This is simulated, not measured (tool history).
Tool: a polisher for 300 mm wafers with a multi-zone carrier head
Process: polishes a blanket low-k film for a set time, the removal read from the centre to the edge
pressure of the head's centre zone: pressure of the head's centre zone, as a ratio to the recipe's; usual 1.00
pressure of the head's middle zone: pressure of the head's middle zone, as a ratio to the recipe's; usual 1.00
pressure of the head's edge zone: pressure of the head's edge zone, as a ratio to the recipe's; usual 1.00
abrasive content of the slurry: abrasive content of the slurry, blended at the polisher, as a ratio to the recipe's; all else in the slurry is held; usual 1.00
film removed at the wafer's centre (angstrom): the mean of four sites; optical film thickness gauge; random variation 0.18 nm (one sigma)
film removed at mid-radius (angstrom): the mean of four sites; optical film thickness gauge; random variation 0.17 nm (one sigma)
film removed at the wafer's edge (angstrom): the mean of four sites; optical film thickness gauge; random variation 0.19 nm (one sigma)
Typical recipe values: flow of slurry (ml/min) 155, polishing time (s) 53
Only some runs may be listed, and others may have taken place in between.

run    hour  flow of slurry (ml/min)  pressure of the head's centre zone  pressure of the head's middle zone  pressure of the head's edge zone  abrasive content of the slurry  polishing time (s)  incoming thickness of the incoming film, nm  film removed at the wafer's centre (angstrom)  film removed at mid-radius (angstrom)  film removed at the wafer's edge (angstrom)
  1     0.0                      155                                0.92                                1.00                              1.00                            1.00                  53                                        309.8                                            203                                    221                                          223
  2    68.0                      155                                0.92                                1.00                              1.00                            1.00                  53                                        311.4                                            204                                    222                                          220
  3   114.2                      155                                1.00                                1.00                              1.00                            1.00                  53                                        308.9                                            214                                    223                                          227
      181.2  -- worn pad replaced by a new one
  4   191.1                      155                                1.00                                1.00                              1.00                            1.00                  53                                        302.8                                            213                                    217                                          219
      423.2  -- slurry nozzle cleaned
  5   426.7                      155                                1.00                                1.00                              1.00                            1.00                  53                                        306.8                                            226                                    227                                          229
      452.6  -- carrier head's membrane replaced by a new one
  6   464.6                      155                                1.00                                1.00                              1.00                            1.00                  53                                        313.9                                            226                                    227                                          228
      476.1  -- centre zone pressure recalibrated
      519.3  -- worn pad replaced by a new one
      541.7  -- edge zone pressure recalibrated
  7   702.8                      155                                1.00                                1.00                              1.04                            1.00                  53                                        305.8                                            219                                    223                                          233
  8   795.2                      155                                1.00                                1.00                              1.04                            1.00                  53                                        314.2                                            218                                    222                                          227
  9   832.0                      155                                1.00                                1.00                              1.04                            1.00                  53                                        306.4                                            217                                    220                                          224
      848.1  -- worn pad replaced by a new one
 10   922.2                      155                                1.00                                0.93                              1.00                            1.00                  53                                        308.9                                            217                                    205                                          219
 11   976.2                      155                                0.96                                1.08                              1.00                            1.20                  53                                        310.9                                            223                                    250                                          237
 12  1051.4                      110                                0.95                                1.00                              1.00                            0.85                  68                                        308.8                                            209                                    226                                          241
 13  1102.9                      155                                1.00                                1.00                              0.91                            0.75                  58                                        310.7                                            202                                    208                                          201
     1196.9  -- slurry nozzle cleaned
 14  1208.5                      125                                1.00                                1.00                              1.00                            1.00                  37                                        304.1                                            149                                    153                                          156
     1236.7  -- worn pad replaced by a new one
     1289.3  -- centre zone pressure recalibrated
 15  1289.8                      155                                1.00                                1.00                              1.00                            1.00                  59                                        312.2                                            251                                    251                                          256
 16  1354.4                      155                                1.00                                1.00                              1.08                            1.00                  53                                        305.4                                            226                                    229                                          237
 17  1399.4                      155                                1.00                                1.00                              1.00                            1.00                  53                                        308.5                                            224                                    226                                          226
 18  1460.6                      155                                1.04                                1.12                              1.11                            1.00                  53                                        313.0                                            230                                    248                                          241
 19  1536.9                      155                                1.00                                0.90                              1.04                            1.00                  53                                        305.9                                            221                                    202                                          228
     1594.4  -- worn pad replaced by a new one
 20  1614.6                      155                                1.00                                1.00                              1.00                            1.00                  53                                        311.7                                            217                                    220                                          227
 21  1683.4                      200                                1.00                                1.00                              1.00                            1.00                  53                                        315.4                                            232                                    231                                          236

Here are 4 independent what-if runs from the current tool condition. What would each one return?
  A  1683.8                      205                                1.00                                1.00                              1.00                            1.00                  53                                        315.8                                              ?                                      ?                                            ?
  B  1683.8                      155                                1.00                                1.00                              1.10                            1.20                  35                                        315.8                                              ?                                      ?                                            ?
  C  1683.8                      155                                1.00                                1.06                              1.10                            1.15                  53                                        315.8                                              ?                                      ?                                            ?
  D  1683.8                      140                                1.00                                1.06                              1.00                            1.00                  53                                        315.8                                              ?                                      ?                                            ?

run  film removed at the wafer's centre (angstrom)  film removed at mid-radius (angstrom)  film removed at the wafer's edge (angstrom)
  A                                            231                                    235                                          234
  B                                            153                                    157                                          166
  C                                            228                                    246                                          248
  D                                            209                                    226                                          219
Without the tool's unlogged condition, the same runs would have read:
run  film removed at the wafer's centre (angstrom)  film removed at mid-radius (angstrom)  film removed at the wafer's edge (angstrom)
  A                                            241                                    244                                          240
  B                                            162                                    165                                          172
  C                                            241                                    258                                          257
  D                                            223                                    239                                          228
